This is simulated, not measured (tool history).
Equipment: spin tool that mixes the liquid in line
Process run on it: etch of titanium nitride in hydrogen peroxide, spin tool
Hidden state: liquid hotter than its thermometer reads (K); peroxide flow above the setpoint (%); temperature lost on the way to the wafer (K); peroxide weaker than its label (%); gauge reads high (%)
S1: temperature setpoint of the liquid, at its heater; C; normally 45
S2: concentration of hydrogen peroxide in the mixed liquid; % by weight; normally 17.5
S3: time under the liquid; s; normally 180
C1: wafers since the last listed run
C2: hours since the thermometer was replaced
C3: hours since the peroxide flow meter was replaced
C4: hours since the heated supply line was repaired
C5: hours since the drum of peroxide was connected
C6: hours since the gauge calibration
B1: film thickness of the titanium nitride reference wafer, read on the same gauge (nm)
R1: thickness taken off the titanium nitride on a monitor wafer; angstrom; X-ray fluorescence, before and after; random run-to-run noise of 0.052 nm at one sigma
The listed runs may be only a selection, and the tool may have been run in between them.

| run | hour | S1 | S2 | S3 | C1 | C2 | C3 | C4 | C5 | C6 | B1 | R1 |
|---|---|---|---|---|---|---|---|---|---|---|---|---|
| 1 | 0 | 45 | 17.5 | 180 | 0 | 1066.7 | 919.8 | 2489.3 | 203.2 | 1417.3 | 85.44 | 65.4 |
|  | 47.3 | thermometer replaced |
| 2 | 68 | 45 | 17.5 | 180 | 496 | 20.7 | 987.8 | 2557.3 | 271.2 | 1485.3 | 85.36 | 64.6 |
| 3 | 123.6 | 45 | 17.5 | 180 | 411 | 76.3 | 1043.4 | 2612.9 | 326.8 | 1540.9 | 85.34 | 64.1 |
| 4 | 189.5 | 37 | 17.5 | 180 | 487 | 142.2 | 1109.3 | 2678.8 | 392.7 | 1606.8 | 85.29 | 34.9 |
| 5 | 222 | 50 | 17.5 | 180 | 240 | 174.7 | 1141.8 | 2711.3 | 425.2 | 1639.3 | 85.3 | 93 |
| 6 | 278.7 | 51.5 | 17.5 | 290 | 419 | 231.4 | 1198.5 | 2768 | 481.9 | 1696 | 85.22 | 164.8 |
|  | 304.9 | gauge calibrated |
| 7 | 318 | 42 | 17.5 | 180 | 290 | 270.7 | 1237.8 | 2807.3 | 521.2 | 13.1 | 89.74 | 54.6 |
|  | 336 | peroxide flow meter replaced |
| 8 | 353.1 | 54 | 16 | 130 | 252 | 305.8 | 17.1 | 2842.4 | 556.3 | 48.2 | 89.42 | 91.6 |
|  | 377.1 | new drum of peroxide connected |
| 9 | 562.9 | 49 | 20.5 | 100 | 1545 | 515.6 | 226.9 | 3052.2 | 185.8 | 258 | 87.9 | 51.2 |
| 10 | 751.5 | 45 | 17.5 | 230 | 1396 | 704.2 | 415.5 | 3240.8 | 374.4 | 446.6 | 87 | 84.2 |
| 11 | 820.1 | 45 | 17.5 | 120 | 507 | 772.8 | 484.1 | 3309.4 | 443 | 515.2 | 86.7 | 44.3 |
| 12 | 852.1 | 45 | 17.5 | 110 | 236 | 804.8 | 516.1 | 3341.4 | 475 | 547.2 | 86.62 | 39.8 |
|  | 854.4 | new drum of peroxide connected |
| 13 | 913.3 | 39 | 17.5 | 180 | 445 | 866 | 577.3 | 3402.6 | 58.9 | 608.4 | 86.37 | 41 |
|  | 919.4 | heated supply line repaired |
| 14 | 946.7 | 53.5 | 17.5 | 105 | 239 | 899.4 | 610.7 | 27.3 | 92.3 | 641.8 | 86.26 | 70.7 |
| 15 | 997.2 | 37.5 | 17.5 | 230 | 373 | 949.9 | 661.2 | 77.8 | 142.8 | 692.3 | 86.11 | 46.6 |
| 16 | 1063.2 | 45 | 17.5 | 180 | 488 | 1015.9 | 727.2 | 143.8 | 208.8 | 758.3 | 85.95 | 65 |
| 17 | 1096.7 | 42.5 | 20.5 | 180 | 248 | 1049.4 | 760.7 | 177.3 | 242.3 | 791.8 | 85.88 | 56 |
| 18 | 1168.2 | 45 | 17.5 | 180 | 529 | 1120.9 | 832.2 | 248.8 | 313.8 | 863.3 | 85.72 | 65 |
| 19 | 1224.1 | 50 | 17.5 | 240 | 413 | 1176.8 | 888.1 | 304.7 | 369.7 | 919.2 | 85.6 | 124.8 |
| 20 | 1251.5 | 42 | 17.5 | 180 | 202 | 1204.2 | 915.5 | 332.1 | 397.1 | 946.6 | 85.56 | 51.1 |
| 21 | 1282.3 | 42 | 12.5 | 230 | 228 | 1235 | 946.3 | 362.9 | 427.9 | 977.4 | 85.49 | 61.6 |
| 22 | 1314.2 | 51 | 19 | 240 | 236 | 1266.9 | 978.2 | 394.8 | 459.8 | 1009.3 | 85.45 | 137.7 |
| 23 | 1355.2 | 45 | 21.5 | 115 | 303 | 1307.9 | 1019.2 | 435.8 | 500.8 | 1050.3 | 85.37 | 42.4 |
|  | 1406 | thermometer replaced |
|  | 1425.7 | new drum of peroxide connected |
| 24 | 1426.2 | 39 | 17.5 | 180 | 510 | 20.2 | 1090.2 | 506.8 | 0.5 | 1121.3 | 85.26 | 40.6 |
| 25 | 1451.9 | 45 | 17.5 | 180 | 190 | 45.9 | 1115.9 | 532.5 | 26.2 | 1147 | 85.2 | 64.6 |
| 26 | 1478.1 | 45 | 17.5 | 180 | 193 | 72.1 | 1142.1 | 558.7 | 52.4 | 1173.2 | 85.21 | 64.9 |

What if the next run were any one of these 3? Each begins from the tool's condition after run 26:
| A | 1478.6 | 53.5 | 17.5 | 180 | 3 | 72.6 | 1142.6 | 559.2 | 52.9 | 1173.7 | ? | ? |
| B | 1478.6 | 55 | 17.5 | 70 | 3 | 72.6 | 1142.6 | 559.2 | 52.9 | 1173.7 | ? | ? |
| C | 1478.6 | 45 | 13 | 145 | 3 | 72.6 | 1142.6 | 559.2 | 52.9 | 1173.7 | ? | ? |

| run | B1 | R1 |
|---|---|---|
| A | 85.2 | 117.3 |
| B | 85.2 | 50.7 |
| C | 85.2 | 47.9 |
Without the tool's hidden state the same runs would have given:
| run | R1 |
|---|---|
| A | 123.9 |
| B | 53.6 |
| C | 50.6 |

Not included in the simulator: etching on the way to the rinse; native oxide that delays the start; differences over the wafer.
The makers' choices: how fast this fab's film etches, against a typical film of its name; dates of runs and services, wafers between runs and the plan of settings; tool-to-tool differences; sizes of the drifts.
